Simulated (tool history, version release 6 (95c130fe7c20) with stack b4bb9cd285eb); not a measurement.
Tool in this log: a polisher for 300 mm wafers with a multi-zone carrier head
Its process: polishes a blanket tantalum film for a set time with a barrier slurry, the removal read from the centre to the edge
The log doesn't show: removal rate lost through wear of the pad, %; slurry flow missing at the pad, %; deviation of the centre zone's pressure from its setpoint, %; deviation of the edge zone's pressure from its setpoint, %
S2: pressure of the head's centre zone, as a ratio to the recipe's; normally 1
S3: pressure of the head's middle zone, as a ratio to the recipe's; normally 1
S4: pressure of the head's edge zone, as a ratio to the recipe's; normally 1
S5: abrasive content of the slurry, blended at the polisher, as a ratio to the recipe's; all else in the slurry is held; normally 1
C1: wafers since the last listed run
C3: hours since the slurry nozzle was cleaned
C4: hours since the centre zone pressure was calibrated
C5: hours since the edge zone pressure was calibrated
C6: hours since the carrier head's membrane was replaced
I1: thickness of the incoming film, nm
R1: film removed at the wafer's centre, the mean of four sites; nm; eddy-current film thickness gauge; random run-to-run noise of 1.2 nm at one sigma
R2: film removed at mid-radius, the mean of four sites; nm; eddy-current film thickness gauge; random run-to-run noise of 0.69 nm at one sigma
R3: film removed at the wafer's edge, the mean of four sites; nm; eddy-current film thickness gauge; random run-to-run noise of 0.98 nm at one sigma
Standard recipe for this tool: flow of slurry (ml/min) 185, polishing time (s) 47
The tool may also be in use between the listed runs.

{"run": 1, "hour": 0.0, "flow of slurry (ml/min)": 185, "S2": 1, "S3": 1, "S4": 1, "S5": 1, "polishing time (s)": 47, "C1": 0, "wafers polished on this pad": 589, "C3": 181.7, "C4": 806.3, "C5": 274.1, "C6": 348.5, "I1": 257.9, "R1": 110.6, "R2": 102.6, "R3": 105.2}
{"run": 2, "hour": 24.4, "flow of slurry (ml/min)": 185, "S2": 0.97, "S3": 1.03, "S4": 1, "S5": 1, "polishing time (s)": 47, "C1": 288, "wafers polished on this pad": 877, "C3": 206.1, "C4": 830.7, "C5": 298.5, "C6": 372.9, "I1": 263.3, "R1": 110.6, "R2": 107.8, "R3": 105.9}
{"hour": 61.5, "done": "worn pad replaced by a new one"}
{"run": 3, "hour": 62.0, "flow of slurry (ml/min)": 185, "S2": 1, "S3": 1, "S4": 1, "S5": 1, "polishing time (s)": 47, "C1": 397, "wafers polished on this pad": 5, "C3": 243.7, "C4": 868.3, "C5": 336.1, "C6": 410.5, "I1": 263.9, "R1": 111.3, "R2": 103.5, "R3": 106}
{"run": 4, "hour": 75.1, "flow of slurry (ml/min)": 185, "S2": 1, "S3": 1, "S4": 1, "S5": 1, "polishing time (s)": 47, "C1": 154, "wafers polished on this pad": 160, "C3": 256.8, "C4": 881.4, "C5": 349.2, "C6": 423.6, "I1": 257.8, "R1": 111.9, "R2": 103.7, "R3": 104.1}
{"run": 5, "hour": 94.9, "flow of slurry (ml/min)": 185, "S2": 1, "S3": 0.95, "S4": 1, "S5": 1, "polishing time (s)": 47, "C1": 233, "wafers polished on this pad": 394, "C3": 276.6, "C4": 901.2, "C5": 369, "C6": 443.4, "I1": 255.6, "R1": 109.7, "R2": 98.9, "R3": 106.5}
{"run": 6, "hour": 110.2, "flow of slurry (ml/min)": 185, "S2": 1, "S3": 0.95, "S4": 1, "S5": 1, "polishing time (s)": 47, "C1": 180, "wafers polished on this pad": 574, "C3": 291.9, "C4": 916.5, "C5": 384.3, "C6": 458.7, "I1": 259, "R1": 113.9, "R2": 99.4, "R3": 105.3}
{"run": 7, "hour": 131.3, "flow of slurry (ml/min)": 185, "S2": 1, "S3": 1, "S4": 1, "S5": 1, "polishing time (s)": 47, "C1": 249, "wafers polished on this pad": 824, "C3": 313, "C4": 937.6, "C5": 405.4, "C6": 479.8, "I1": 260.3, "R1": 113.3, "R2": 104.3, "R3": 105}
{"run": 8, "hour": 153.1, "flow of slurry (ml/min)": 185, "S2": 1, "S3": 1, "S4": 1, "S5": 1, "polishing time (s)": 47, "C1": 257, "wafers polished on this pad": 1081, "C3": 334.8, "C4": 959.4, "C5": 427.2, "C6": 501.6, "I1": 260, "R1": 112.8, "R2": 104.1, "R3": 105.1}
{"hour": 170.5, "done": "worn pad replaced by a new one"}
{"run": 9, "hour": 183.3, "flow of slurry (ml/min)": 185, "S2": 1, "S3": 1, "S4": 1, "S5": 1, "polishing time (s)": 47, "C1": 309, "wafers polished on this pad": 150, "C3": 365, "C4": 989.6, "C5": 457.4, "C6": 531.8, "I1": 259.8, "R1": 113.1, "R2": 103, "R3": 105.3}
{"run": 10, "hour": 212.8, "flow of slurry (ml/min)": 185, "S2": 1, "S3": 1, "S4": 1, "S5": 1, "polishing time (s)": 47, "C1": 348, "wafers polished on this pad": 499, "C3": 394.5, "C4": 1019.1, "C5": 486.9, "C6": 561.3, "I1": 259.3, "R1": 113.3, "R2": 103.8, "R3": 104.3}
{"run": 11, "hour": 232.1, "flow of slurry (ml/min)": 185, "S2": 1, "S3": 0.94, "S4": 1.04, "S5": 1, "polishing time (s)": 39, "C1": 228, "wafers polished on this pad": 727, "C3": 413.8, "C4": 1038.4, "C5": 506.2, "C6": 580.6, "I1": 262.5, "R1": 96.6, "R2": 81.9, "R3": 88}
{"run": 12, "hour": 264.2, "flow of slurry (ml/min)": 185, "S2": 1, "S3": 1, "S4": 1, "S5": 1, "polishing time (s)": 47, "C1": 379, "wafers polished on this pad": 1106, "C3": 445.9, "C4": 1070.5, "C5": 538.3, "C6": 612.7, "I1": 260.3, "R1": 119.2, "R2": 104.3, "R3": 105}
{"hour": 280.6, "done": "edge zone pressure recalibrated"}
{"hour": 285.6, "done": "worn pad replaced by a new one"}
{"run": 13, "hour": 286.2, "flow of slurry (ml/min)": 185, "S2": 1, "S3": 1, "S4": 1, "S5": 1, "polishing time (s)": 47, "C1": 189, "wafers polished on this pad": 7, "C3": 467.9, "C4": 1092.5, "C5": 5.6, "C6": 634.7, "I1": 260.2, "R1": 118, "R2": 104.7, "R3": 104.7}
{"hour": 293.5, "done": "slurry nozzle cleaned"}
{"run": 14, "hour": 316.7, "flow of slurry (ml/min)": 120, "S2": 1, "S3": 1, "S4": 0.93, "S5": 0.8, "polishing time (s)": 47, "C1": 348, "wafers polished on this pad": 355, "C3": 23.2, "C4": 1123, "C5": 36.1, "C6": 665.2, "I1": 262.7, "R1": 102.7, "R2": 91.1, "R3": 90.2}
{"run": 15, "hour": 336.6, "flow of slurry (ml/min)": 120, "S2": 1, "S3": 1, "S4": 0.92, "S5": 1.2, "polishing time (s)": 47, "C1": 235, "wafers polished on this pad": 590, "C3": 43.1, "C4": 1142.9, "C5": 56, "C6": 685.1, "I1": 262.3, "R1": 117.3, "R2": 102.9, "R3": 102.6}
{"hour": 345.2, "done": "carrier head's membrane replaced by a new one"}
{"hour": 352.0, "done": "centre zone pressure recalibrated"}
{"run": 16, "hour": 360.3, "flow of slurry (ml/min)": 240, "S2": 1, "S3": 1, "S4": 1.11, "S5": 1, "polishing time (s)": 34, "C1": 197, "wafers polished on this pad": 788, "C3": 66.8, "C4": 8.3, "C5": 79.7, "C6": 15.1, "I1": 258.2, "R1": 78.4, "R2": 78.5, "R3": 82.4}
{"run": 17, "hour": 394.8, "flow of slurry (ml/min)": 185, "S2": 1.05, "S3": 1, "S4": 1, "S5": 1, "polishing time (s)": 47, "C1": 407, "wafers polished on this pad": 1195, "C3": 101.3, "C4": 42.8, "C5": 114.2, "C6": 49.6, "I1": 257.4, "R1": 109, "R2": 104.3, "R3": 107.2}
{"hour": 408.2, "done": "worn pad replaced by a new one"}
{"run": 18, "hour": 417.3, "flow of slurry (ml/min)": 185, "S2": 1, "S3": 1, "S4": 1, "S5": 1, "polishing time (s)": 47, "C1": 218, "wafers polished on this pad": 107, "C3": 123.8, "C4": 65.3, "C5": 136.7, "C6": 72.1, "I1": 257.8, "R1": 106.1, "R2": 103.6, "R3": 105.5}
{"run": 19, "hour": 431.6, "flow of slurry (ml/min)": 185, "S2": 1, "S3": 1, "S4": 1, "S5": 1, "polishing time (s)": 54, "C1": 168, "wafers polished on this pad": 276, "C3": 138.1, "C4": 79.6, "C5": 151, "C6": 86.4, "I1": 258.6, "R1": 121, "R2": 118.4, "R3": 121.5}
{"run": 20, "hour": 452.6, "flow of slurry (ml/min)": 185, "S2": 1, "S3": 1, "S4": 1, "S5": 1, "polishing time (s)": 47, "C1": 248, "wafers polished on this pad": 525, "C3": 159.1, "C4": 100.6, "C5": 172, "C6": 107.4, "I1": 257.8, "R1": 103.7, "R2": 103.5, "R3": 105.6}

Below are 4 alternative next runs, each starting from the tool's condition after run 20. Predict each:
{"run": "A", "hour": 453.0, "flow of slurry (ml/min)": 185, "S2": 1, "S3": 1, "S4": 1, "S5": 1, "polishing time (s)": 47, "C1": 4, "wafers polished on this pad": 529, "C3": 159.5, "C4": 101, "C5": 172.4, "C6": 107.8, "I1": 255.3, "R1": "?", "R2": "?", "R3": "?"}
{"run": "B", "hour": 453.0, "flow of slurry (ml/min)": 240, "S2": 1.11, "S3": 1.07, "S4": 1, "S5": 1, "polishing time (s)": 54, "C1": 4, "wafers polished on this pad": 529, "C3": 159.5, "C4": 101, "C5": 172.4, "C6": 107.8, "I1": 255.3, "R1": "?", "R2": "?", "R3": "?"}
{"run": "C", "hour": 453.0, "flow of slurry (ml/min)": 135, "S2": 1, "S3": 1, "S4": 0.93, "S5": 1, "polishing time (s)": 51, "C1": 4, "wafers polished on this pad": 529, "C3": 159.5, "C4": 101, "C5": 172.4, "C6": 107.8, "I1": 255.3, "R1": "?", "R2": "?", "R3": "?"}
{"run": "D", "hour": 453.0, "flow of slurry (ml/min)": 185, "S2": 1, "S3": 1, "S4": 1.12, "S5": 1, "polishing time (s)": 47, "C1": 4, "wafers polished on this pad": 529, "C3": 159.5, "C4": 101, "C5": 172.4, "C6": 107.8, "I1": 255.3, "R1": "?", "R2": "?", "R3": "?"}

run=A R1=104.7 R2=103.5 R3=106.6
run=B R1=138.3 R2=129.4 R3=125.2
run=C R1=108.1 R2=107.4 R3=108.2
run=D R1=104.7 R2=103.4 R3=112.8
Without the tool's hidden state the same runs would have given:
run=A R1=105.1 R2=103.5 R3=106.6
run=B R1=138.8 R2=129.3 R3=125.2
run=C R1=108.5 R2=107.4 R3=108.2
run=D R1=105.1 R2=103.4 R3=112.8
